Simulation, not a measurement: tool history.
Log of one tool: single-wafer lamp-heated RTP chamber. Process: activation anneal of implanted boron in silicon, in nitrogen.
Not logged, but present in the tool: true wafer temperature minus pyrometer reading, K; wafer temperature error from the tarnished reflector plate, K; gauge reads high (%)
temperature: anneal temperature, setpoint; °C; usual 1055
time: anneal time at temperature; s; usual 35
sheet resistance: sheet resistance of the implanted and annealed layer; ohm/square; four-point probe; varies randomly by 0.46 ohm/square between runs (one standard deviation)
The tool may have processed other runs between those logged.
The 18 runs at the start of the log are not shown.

| run | hour | temperature | time | wafers since the last listed run | wafers since the last pyrometer calibration | wafers since the reflector plate was cleaned | hours since the gauge calibration | read-back reference wafer on the same gauge, sheet resistance | sheet resistance |
|---|---|---|---|---|---|---|---|---|---|
| 19 | 1302.8 | 1032 | 19 | 618 | 7269 | 5415 | 186.9 | 353.90 | 307.26 |
|  | 1326.8 | pyrometer window cleaned and pyrometer calibrated |
| 20 | 1400.4 | 1044 | 22 | 1398 | 1148 | 6814 | 284.5 | 354.11 | 305.92 |
| 21 | 1452.8 | 1055 | 15 | 817 | 1966 | 7632 | 336.9 | 354.25 | 306.90 |
| 22 | 1502.7 | 1039 | 17 | 778 | 2745 | 8411 | 386.8 | 354.05 | 307.72 |
| 23 | 1561.7 | 1055 | 35 | 921 | 3666 | 9332 | 445.8 | 353.91 | 303.60 |
| 24 | 1643.6 | 1055 | 35 | 1278 | 4945 | 10610 | 527.7 | 354.18 | 303.58 |
| 25 | 1694.7 | 1065 | 16 | 797 | 5742 | 11408 | 578.8 | 353.92 | 305.75 |
| 26 | 1779.7 | 1055 | 35 | 1326 | 7069 | 12735 | 663.8 | 354.14 | 303.46 |
| 27 | 1819.6 | 1031 | 35 | 622 | 7692 | 13358 | 703.7 | 354.35 | 305.77 |
|  | 1908.6 | reflector plate cleaned |
| 28 | 1922.6 | 1041 | 46 | 1482 | 9175 | 217 | 806.7 | 354.10 | 303.41 |
|  | 1944.0 | pyrometer window cleaned and pyrometer calibrated |
| 29 | 1961.2 | 1070 | 35 | 477 | 269 | 695 | 845.3 | 353.92 | 302.45 |
| 30 | 2053.3 | 1034 | 35 | 1437 | 1706 | 2133 | 937.4 | 354.13 | 306.35 |
| 31 | 2160.8 | 1055 | 35 | 1678 | 3385 | 3811 | 1044.9 | 353.85 | 303.57 |
| 32 | 2231.3 | 1055 | 35 | 1100 | 4485 | 4911 | 1115.4 | 354.17 | 304.10 |
| 33 | 2280.6 | 1045 | 50 | 769 | 5255 | 5681 | 1164.7 | 354.02 | 302.86 |
| 34 | 2361.2 | 1071 | 21 | 1258 | 6513 | 6939 | 1245.3 | 353.68 | 304.61 |

3 ways to go on from here, each from the tool as it stands after run 34. What would each give?
| A | 2361.6 | 1055 | 35 | 6 | 6519 | 6945 | 1245.7 | ? | ? |
| B | 2361.6 | 1075 | 51 | 6 | 6519 | 6945 | 1245.7 | ? | ? |
| C | 2361.6 | 1079 | 50 | 6 | 6519 | 6945 | 1245.7 | ? | ? |

| run | read-back reference wafer on the same gauge, sheet resistance | sheet resistance |
|---|---|---|
| A | 354.07 | 302.87 |
| B | 354.07 | 297.99 |
| C | 354.07 | 297.58 |
Take away the tool's hidden state, keep each run's random variation, and the runs would have read:
| run | sheet resistance |
|---|---|
| A | 302.87 |
| B | 297.99 |
| C | 297.58 |

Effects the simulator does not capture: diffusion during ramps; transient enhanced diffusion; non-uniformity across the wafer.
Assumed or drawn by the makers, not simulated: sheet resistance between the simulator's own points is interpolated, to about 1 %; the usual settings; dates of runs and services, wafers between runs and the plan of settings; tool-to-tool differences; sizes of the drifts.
